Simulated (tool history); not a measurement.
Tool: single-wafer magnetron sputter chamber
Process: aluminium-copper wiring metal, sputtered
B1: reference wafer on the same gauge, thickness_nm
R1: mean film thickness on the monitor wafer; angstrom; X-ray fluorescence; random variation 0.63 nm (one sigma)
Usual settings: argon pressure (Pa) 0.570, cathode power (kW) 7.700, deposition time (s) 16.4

Run 1, day 0.000: usual settings; B1 237.815. Result: R1 2170.94 angstrom.
Run 2, day 4.375: usual settings; B1 238.159. Result: R1 2170.96 angstrom.
At day 6.733: sputter target and shields replaced.
Run 3, day 7.088: usual settings; B1 237.910. Result: R1 2173.00 angstrom.
Run 4, day 9.554: usual settings; B1 238.264. Result: R1 2156.00 angstrom.
Run 5, day 11.950: usual settings but argon pressure (Pa) 0.510; B1 237.859. Result: R1 2233.85 angstrom.
Run 6, day 14.679: usual settings but argon pressure (Pa) 0.510; B1 238.040. Result: R1 2245.05 angstrom.
At day 16.458: gauge calibrated.
At day 16.854: capacitance manometer re-zeroed and calibrated.
Run 7, day 18.708: usual settings but argon pressure (Pa) 0.510; B1 237.921. Result: R1 2285.29 angstrom.
At day 22.262: sputter target and shields replaced.
Run 8, day 22.704: usual settings but argon pressure (Pa) 0.414, cathode power (kW) 7.300; B1 238.186. Result: R1 2291.87 angstrom.
Run 9, day 24.279: usual settings but argon pressure (Pa) 0.658; B1 237.963. Result: R1 2164.93 angstrom.
At day 26.604: capacitance manometer re-zeroed and calibrated, repeated, since the last time left the tool worse.
Run 10, day 26.625: usual settings but cathode power (kW) 8.900, deposition time (s) 13.3; B1 237.912. Result: R1 1971.86 angstrom.
At day 28.583: magnet pack replaced.
Run 11, day 29.679: usual settings but argon pressure (Pa) 0.655; B1 238.032. Result: R1 2021.43 angstrom.

The next listed run, before its measurement:
Run 12, day 33.454: usual settings but deposition time (s) 18.1; B1 ?. Result: R1 ?.

{"run 12": {"B1": 238.023, "R1": 2334.22}}
Without the tool's hidden state the same run would have given R1 2310.84 angstrom.

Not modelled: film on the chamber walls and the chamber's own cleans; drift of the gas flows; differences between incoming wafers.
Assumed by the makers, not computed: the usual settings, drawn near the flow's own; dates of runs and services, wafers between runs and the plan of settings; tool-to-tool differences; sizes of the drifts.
